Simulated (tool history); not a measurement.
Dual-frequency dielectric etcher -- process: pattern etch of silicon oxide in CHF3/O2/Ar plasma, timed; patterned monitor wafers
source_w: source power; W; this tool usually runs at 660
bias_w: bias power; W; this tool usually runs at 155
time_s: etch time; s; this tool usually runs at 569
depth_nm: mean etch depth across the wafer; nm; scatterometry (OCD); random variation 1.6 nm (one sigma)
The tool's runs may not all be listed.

run	day	source_w	bias_w	time_s	read-back reference wafer on the same gauge, depth_nm	depth_nm
1	0	580	155	569	1030.2	1075.8
2	0.962	580	155	569	1030.1	1076.9
3	2.358	660	155	569	1029.9	1113.6
4	3.733	660	155	569	1030.2	1112.9
5	4.804	660	155	569	1030.1	1114.1
6	6.292	660	155	569	1030	1116.3
# day 7.95: wet clean of the chamber
# day 8.604: upper electrode replaced
7	8.625	720	155	569	1030.2	1114.4
8	8.646	720	155	569	1030.8	1112.5
9	8.804	720	155	569	1030	1114.4
10	9.854	660	125	512.5	1030.1	919.6
# day 10.275: gauge calibrated
11	10.617	660	155	569	1029.9	1093.5
12	11.625	800	143	445.5	1029.8	875.7
13	12.483	660	155	569	1029.4	1095.4
# day 12.85: bias power generator calibrated
14	13.038	660	126	569	1029.8	1027.6
# day 14.167: source power generator calibrated
15	14.188	750	175	687	1029.5	1417.6
16	15.167	660	155	569	1030.1	1102.2
17	16.092	660	184	569	1029.9	1166.4
18	16.954	530	166	706	1030	1333.4
19	18.075	780	134	502	1030.5	968

For some of the steps in depth_nm from one run to the next: how much would appear even if the tool had no hidden state, given the settings, what came in and random variation, and how much remains for the hidden state plus any gauge scatter that the measured result and the result without hidden state don't share?
Hidden state present: etch rate over this chamber's usual, %; source power that arrives over what is set, %; bias power that arrives over what is set, %; gauge reads high (%).
Run 6 -> 7: source_w 660 -> 720, wet clean of the chamber, upper electrode replaced. depth_nm -1.9 nm: hidden state -23.8, all else +21.9.
Run 14 -> 15: source_w 660 -> 750, bias_w 126 -> 175, time_s 569 -> 687, source power generator calibrated. depth_nm +390 nm: hidden state +4, all else +386.
